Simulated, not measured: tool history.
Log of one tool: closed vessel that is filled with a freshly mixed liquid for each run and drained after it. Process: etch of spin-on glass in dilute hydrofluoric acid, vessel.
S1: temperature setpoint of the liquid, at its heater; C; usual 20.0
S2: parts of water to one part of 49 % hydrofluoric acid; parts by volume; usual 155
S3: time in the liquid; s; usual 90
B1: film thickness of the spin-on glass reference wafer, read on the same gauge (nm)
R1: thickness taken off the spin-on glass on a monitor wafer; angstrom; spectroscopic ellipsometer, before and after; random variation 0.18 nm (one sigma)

run 1 hour=0.0 | S1=20.0 S2=155 S3=90 | B1=99.98 | R1=291.3
run 2 hour=55.0 | S1=20.0 S2=155 S3=90 | B1=100.01 | R1=291.2
run 3 hour=95.6 | S1=20.0 S2=155 S3=80 | B1=100.01 | R1=259.0
run 4 hour=152.5 | S1=20.0 S2=155 S3=80 | B1=100.03 | R1=256.5
run 5 hour=223.9 | S1=22.5 S2=155 S3=90 | B1=100.02 | R1=318.5
run 6 hour=263.9 | S1=22.5 S2=155 S3=90 | B1=100.04 | R1=321.5
run 7 hour=309.4 | S1=20.0 S2=155 S3=90 | B1=100.01 | R1=292.3
run 8 hour=366.8 | S1=20.0 S2=155 S3=75 | B1=99.99 | R1=240.4
run 9 hour=455.4 | S1=20.0 S2=155 S3=75 | B1=100.03 | R1=241.2
run 10 hour=497.8 | S1=20.0 S2=155 S3=90 | B1=100.02 | R1=290.4
run 11 hour=558.9 | S1=20.0 S2=155 S3=90 | B1=100.02 | R1=290.8
run 12 hour=613.0 | S1=20.0 S2=95 S3=90 | B1=100.01 | R1=507.1
run 13 hour=638.8 | S1=20.0 S2=95 S3=90 | B1=99.99 | R1=510.7
run 14 hour=695.2 | S1=20.0 S2=155 S3=90 | B1=100.00 | R1=291.5
run 15 hour=759.7 | S1=20.0 S2=105 S3=90 | B1=99.99 | R1=454.0
run 16 hour=826.1 | S1=24.0 S2=175 S3=130 | B1=99.98 | R1=421.6
run 17 hour=851.5 | S1=22.5 S2=220 S3=110 | B1=100.00 | R1=257.2
run 18 hour=901.3 | S1=17.0 S2=155 S3=55 | B1=100.01 | R1=155.2
run 19 hour=962.7 | S1=23.5 S2=220 S3=90 | B1=99.99 | R1=217.5
run 20 hour=1005.6 | S1=20.0 S2=155 S3=90 | B1=100.00 | R1=290.2
run 21 hour=1040.4 | S1=20.0 S2=205 S3=60 | B1=99.99 | R1=138.1
run 22 hour=1088.5 | S1=22.0 S2=135 S3=90 | B1=99.99 | R1=364.1
run 23 hour=1126.6 | S1=22.5 S2=110 S3=90 | B1=100.01 | R1=473.1
run 24 hour=1172.6 | S1=23.5 S2=220 S3=90 | B1=100.02 | R1=217.4
run 25 hour=1280.9 | S1=20.0 S2=155 S3=90 | B1=100.01 | R1=288.7
run 26 hour=1406.0 | S1=23.0 S2=155 S3=90 | B1=100.00 | R1=325.1
run 27 hour=1466.0 | S1=22.5 S2=110 S3=90 | B1=99.99 | R1=475.8
run 28 hour=1505.5 | S1=20.0 S2=155 S3=90 | B1=100.01 | R1=288.0
run 29 hour=1653.5 | S1=20.0 S2=180 S3=90 | B1=100.00 | R1=241.7
run 30 hour=1830.8 | S1=17.5 S2=200 S3=140 | B1=99.99 | R1=303.7
run 31 hour=1863.1 | S1=17.0 S2=180 S3=65 | B1=100.03 | R1=154.5
run 32 hour=1918.0 | S1=24.0 S2=190 S3=40 | B1=100.03 | R1=117.4
run 33 hour=1949.2 | S1=20.0 S2=155 S3=90 | B1=99.98 | R1=288.7
run 34 hour=1996.1 | S1=20.0 S2=80 S3=115 | B1=99.96 | R1=782.5

Taken out of this log: 4 entries between the listed runs. Where each belongs, and how the hidden state differs across it:
Between runs 8 and 9: gauge calibrated (hour 371.5)
  no hidden state differs between the two runs
Between runs 9 and 10: hydrofluoric acid flow meter replaced (hour 497.3)
  no hidden state differs between the two runs
Between runs 25 and 26: thermometer replaced (hour 1291.3)
  no hidden state differs between the two runs
Between runs 29 and 30: hydrofluoric acid flow meter replaced (hour 1749.7)
  no hidden state differs between the two runs
